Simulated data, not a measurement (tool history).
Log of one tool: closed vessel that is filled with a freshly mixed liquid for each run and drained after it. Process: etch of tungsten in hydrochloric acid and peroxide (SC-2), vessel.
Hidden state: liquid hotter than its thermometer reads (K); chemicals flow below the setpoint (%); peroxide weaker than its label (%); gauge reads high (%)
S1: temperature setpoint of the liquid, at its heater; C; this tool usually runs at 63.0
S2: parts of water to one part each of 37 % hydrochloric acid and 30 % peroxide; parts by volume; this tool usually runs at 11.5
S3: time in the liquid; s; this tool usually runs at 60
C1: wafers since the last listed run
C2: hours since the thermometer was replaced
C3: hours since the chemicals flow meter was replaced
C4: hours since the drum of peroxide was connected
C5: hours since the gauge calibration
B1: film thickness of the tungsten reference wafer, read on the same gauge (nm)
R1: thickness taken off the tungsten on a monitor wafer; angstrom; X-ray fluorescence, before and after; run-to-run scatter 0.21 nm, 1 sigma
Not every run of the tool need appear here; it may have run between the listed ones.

run	day	S1	S2	S3	C1	C2	C3	C4	C5	B1	R1
1	0.000	63.0	11.5	60	0	1640.9	1598.4	635.2	23.1	50.03	237.9
2	0.258	63.0	11.5	60	460	1647.1	1604.6	641.4	29.3	50.02	236.6
3	0.938	57.5	9.5	60	1209	1663.4	1620.9	657.7	45.6	49.95	195.7
4	2.171	63.0	11.5	60	2197	1693.0	1650.5	687.3	75.2	50.03	236.5
5	2.433	63.0	11.5	60	467	1699.3	1656.8	693.6	81.5	49.98	236.0
6	3.075	63.0	11.5	60	1143	1714.7	1672.2	709.0	96.9	50.02	235.7
7	3.754	63.0	11.5	60	1209	1731.0	1688.5	725.3	113.2	50.00	237.1
# day 4.067: new drum of peroxide connected
8	4.088	63.0	10.0	60	519	1739.0	1696.5	0.5	121.2	50.00	262.0
9	4.629	63.0	10.0	60	964	1752.0	1709.5	13.5	134.2	49.95	264.0
# day 4.975: chemicals flow meter replaced
# day 5.054: thermometer replaced
10	5.242	63.0	10.0	60	942	4.5	6.4	28.2	148.9	50.01	265.4
11	5.983	63.0	7.0	60	1321	22.3	24.2	46.0	166.7	50.06	356.2
12	6.342	63.0	7.0	60	638	30.9	32.8	54.6	175.3	49.98	355.4
13	7.075	57.5	8.5	95	1306	48.5	50.4	72.2	192.9	49.94	340.7
14	7.750	63.0	11.5	60	1202	64.7	66.6	88.4	209.1	50.00	235.3
15	8.388	72.0	8.5	45	1135	80.0	81.9	103.7	224.4	49.98	385.4
16	8.983	68.0	16.5	50	1061	94.3	96.2	118.0	238.7	49.98	195.8
# day 9.442: gauge calibrated
17	9.579	63.0	10.0	60	1061	108.6	110.5	132.3	3.3	50.00	264.1
18	9.871	65.5	13.0	90	519	115.6	117.5	139.3	10.3	50.01	370.8
19	10.417	66.5	11.5	60	972	128.7	130.6	152.4	23.4	49.97	287.4
20	10.742	63.0	11.5	60	578	136.5	138.4	160.2	31.2	50.00	236.7
21	11.150	69.0	7.0	60	727	146.3	148.2	170.0	41.0	50.02	502.8
22	11.846	70.5	11.5	60	1239	163.0	164.9	186.7	57.7	49.98	374.2

Predict the results of run 23:
23	12.254	63.0	10.0	30	727	172.8	174.7	196.5	67.5	?	?

Run 23 measured B1 49.99, R1 131.1 angstrom.
If the tool had no hidden condition, the same run with the same run-to-run variation would have returned R1 131.1 angstrom.

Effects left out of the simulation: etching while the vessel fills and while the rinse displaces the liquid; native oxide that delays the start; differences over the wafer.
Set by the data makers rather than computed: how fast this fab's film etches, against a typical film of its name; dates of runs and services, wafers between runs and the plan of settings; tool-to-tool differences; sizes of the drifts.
